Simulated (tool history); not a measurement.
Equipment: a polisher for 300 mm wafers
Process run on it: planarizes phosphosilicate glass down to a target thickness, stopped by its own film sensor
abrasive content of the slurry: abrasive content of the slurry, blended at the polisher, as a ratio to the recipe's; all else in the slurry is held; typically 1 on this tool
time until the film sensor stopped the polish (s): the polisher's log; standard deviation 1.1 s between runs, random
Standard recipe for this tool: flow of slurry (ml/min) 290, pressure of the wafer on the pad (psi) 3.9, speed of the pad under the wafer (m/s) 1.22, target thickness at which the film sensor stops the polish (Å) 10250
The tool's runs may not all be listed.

| run | hour | flow of slurry (ml/min) | pressure of the wafer on the pad (psi) | speed of the pad under the wafer (m/s) | abrasive content of the slurry | target thickness at which the film sensor stops the polish (Å) | incoming thickness of the incoming film, nm | time until the film sensor stopped the polish (s) |
|---|---|---|---|---|---|---|---|---|
| 1 | 0 | 290 | 3.9 | 1.22 | 1 | 10250 | 1738.4 | 58 |
| 2 | 6.1 | 290 | 3.9 | 1.22 | 1 | 10250 | 1768.5 | 60.6 |
| 3 | 24.1 | 290 | 3.9 | 1.22 | 1 | 10250 | 1742.4 | 63.4 |
| 4 | 35.5 | 290 | 3.9 | 1.22 | 1 | 10250 | 1773.7 | 64.8 |
| 5 | 52.3 | 290 | 3.9 | 1.22 | 1 | 10250 | 1724.7 | 64.1 |
|  | 58 | worn pad replaced by a new one, of another model than before |
| 6 | 65.4 | 290 | 3.9 | 1.22 | 1 | 10250 | 1742.7 | 59.2 |
|  | 68.1 | slurry nozzle cleaned |
| 7 | 82.2 | 290 | 3.9 | 1.22 | 1 | 10250 | 1775.7 | 61.3 |
| 8 | 95.9 | 290 | 3.9 | 1.22 | 1 | 10250 | 1761.7 | 59.4 |
|  | 99.1 | slurry blender recalibrated |
| 9 | 108.5 | 320 | 3.1 | 1.02 | 1 | 10250 | 1725.1 | 72.1 |
| 10 | 126.3 | 290 | 3.9 | 1.22 | 1.15 | 10250 | 1745.4 | 61.7 |
|  | 141.5 | worn pad replaced by a new one |
| 11 | 145.4 | 205 | 3.9 | 1.22 | 1 | 10250 | 1760.1 | 59.6 |
| 12 | 157.1 | 360 | 3.9 | 1.22 | 1 | 10250 | 1753.8 | 58.7 |
| 13 | 174.5 | 290 | 3.9 | 0.92 | 1.1 | 10250 | 1752.8 | 63.8 |
|  | 177.9 | head pressure recalibrated |
| 14 | 190.9 | 290 | 3.9 | 1.22 | 0.85 | 10250 | 1742.4 | 64.1 |
|  | 196.1 | conditioning disc replaced and pad reconditioned |
| 15 | 197 | 290 | 3.9 | 1.22 | 1 | 10250 | 1723.5 | 59.6 |
| 16 | 208.8 | 245 | 3.9 | 1.48 | 1 | 11580 | 1737.9 | 48 |
| 17 | 221.2 | 245 | 4.4 | 0.86 | 0.7 | 10250 | 1751.7 | 80.4 |
| 18 | 228.8 | 290 | 3.9 | 1.22 | 1 | 10250 | 1741.3 | 63.6 |
| 19 | 235.7 | 320 | 3.9 | 1.22 | 1 | 10250 | 1775.3 | 68 |
|  | 240.5 | worn pad replaced by a new one |
| 20 | 251.8 | 290 | 3.5 | 1.22 | 1 | 10250 | 1776.5 | 61.4 |
| 21 | 266 | 290 | 3.9 | 1.22 | 1.25 | 10250 | 1737.6 | 52.4 |
| 22 | 281.2 | 320 | 3.1 | 1.02 | 1 | 10250 | 1756.2 | 70.8 |
| 23 | 322.8 | 290 | 3.9 | 1.22 | 1 | 10250 | 1760.2 | 65.9 |
| 24 | 332.5 | 365 | 4.4 | 1.22 | 1 | 10250 | 1772.5 | 64.5 |
|  | 345 | worn pad replaced by a new one |
| 25 | 347.7 | 290 | 3.9 | 1.22 | 1 | 10250 | 1766.1 | 57.7 |
| 26 | 355.9 | 290 | 2.7 | 1.22 | 1 | 10250 | 1736.9 | 67.2 |

3 ways to go on from here, each from the tool as it stands after run 26. What would each give?
| A | 356.3 | 290 | 3.9 | 1.22 | 1 | 11020 | 1735.2 | ? |
| B | 356.3 | 320 | 3.9 | 0.92 | 1 | 10250 | 1735.2 | ? |
| C | 356.3 | 290 | 3.9 | 1.22 | 1.2 | 10250 | 1735.2 | ? |

| run | time until the film sensor stopped the polish (s) |
|---|---|
| A | 49.9 |
| B | 61.3 |
| C | 52.9 |
Stripped of hidden state, with their random variation kept, the same runs would have yielded:
| run | time until the film sensor stopped the polish (s) |
|---|---|
| A | 49 |
| B | 60.2 |
| C | 51.9 |

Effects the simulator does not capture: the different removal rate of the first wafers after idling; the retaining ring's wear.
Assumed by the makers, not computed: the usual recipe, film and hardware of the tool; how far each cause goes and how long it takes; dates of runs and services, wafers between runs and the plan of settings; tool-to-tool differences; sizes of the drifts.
